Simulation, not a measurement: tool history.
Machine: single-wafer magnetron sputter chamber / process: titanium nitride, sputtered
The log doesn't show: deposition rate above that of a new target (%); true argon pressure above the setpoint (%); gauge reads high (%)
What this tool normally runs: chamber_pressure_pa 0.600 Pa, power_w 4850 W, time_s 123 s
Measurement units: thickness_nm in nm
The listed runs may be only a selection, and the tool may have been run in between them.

run	hour	chamber_pressure_pa	power_w	time_s	wafers since the last listed run	wafers on the sputter target	hours since the last manometer calibration	hours since the magnet pack was replaced	hours since the gauge calibration	read-back reference wafer on the same gauge, thickness_nm	thickness_nm
1	0.0	0.600	4850	123	0	2346	1324.8	4618.4	235.7	103.212	88.530
2	46.3	0.600	4850	123	307	2654	1371.1	4664.7	282.0	102.793	88.291
3	60.8	0.600	4850	123	96	2750	1385.6	4679.2	296.5	102.913	87.682
4	95.7	0.600	4850	118	231	2982	1420.5	4714.1	331.4	102.732	83.874
# hour 106.3: gauge calibrated
# hour 119.8: sputter target and shields replaced
5	120.3	0.600	4850	118	110	3	1445.1	4738.7	14.0	102.764	79.646
# hour 134.4: magnet pack replaced
6	136.8	0.600	4500	123	56	59	1461.6	2.4	30.5	103.035	77.300
7	157.6	0.600	4850	123	138	197	1482.4	23.2	51.3	102.798	82.068
# hour 172.6: sputter target and shields replaced, repeated, since the last time left the tool worse
8	173.1	0.479	3850	131	49	3	1497.9	38.7	66.8	102.944	80.245
9	201.0	0.600	4850	141	185	188	1525.8	66.6	94.7	102.837	104.747
10	233.7	0.600	4850	139	217	405	1558.5	99.3	127.4	103.091	102.313
# hour 242.7: capacitance manometer re-zeroed and calibrated
11	259.8	0.472	5500	123	120	526	17.1	125.4	153.5	102.899	104.671
12	282.9	0.752	4500	135	153	679	40.2	148.5	176.6	102.778	87.368
13	311.6	0.600	4850	123	190	870	68.9	177.2	205.3	102.972	88.957

Run 14, settings as shown, results not yet in. Your forecast:
14	334.3	0.789	3800	123	150	1021	91.6	199.9	228.0	?	?

{"run 14": {"read-back reference wafer on the same gauge, thickness_nm": 102.862, "thickness_nm": 65.512}}
Were there no unlogged condition in the tool, this run, its random variation unchanged, would have produced thickness_nm 68.390 nm.

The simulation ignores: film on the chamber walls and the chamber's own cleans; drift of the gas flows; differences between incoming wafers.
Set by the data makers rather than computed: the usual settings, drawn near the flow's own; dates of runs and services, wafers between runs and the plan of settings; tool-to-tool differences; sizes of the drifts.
